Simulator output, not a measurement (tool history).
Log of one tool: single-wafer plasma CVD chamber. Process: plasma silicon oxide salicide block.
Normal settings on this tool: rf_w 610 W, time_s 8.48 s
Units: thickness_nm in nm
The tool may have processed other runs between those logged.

run	hour	rf_w	time_s	read-back reference wafer on the same gauge, thickness_nm	thickness_nm
1	0	610	8.48	75.737	88.361
2	14.3	610	9.26	75.767	96.234
3	50.3	610	9.26	75.875	96.699
4	77.7	610	8.48	75.956	88.39
5	94.3	610	8.48	75.951	88.769
# hour 99.3: gauge calibrated
# hour 105.3: showerhead replaced
6	122.7	610	8.48	75.073	87.532
7	138.8	610	8.48	75.086	87.614
8	170.1	645	7.17	75.211	75.711
9	196.8	555	9.54	75.266	95.282
10	212	695	9.23	75.313	100.122
# hour 239.4: RF generator calibrated
11	241.1	730	8.96	75.367	99.112

Predict the results of run 12:
12	272.5	610	9.26	?	?

read-back reference wafer on the same gauge, thickness_nm: 75.477
thickness_nm: 96.069 nm
The same run, on a tool lacking any hidden state, would have yielded thickness_nm 95.427 nm.
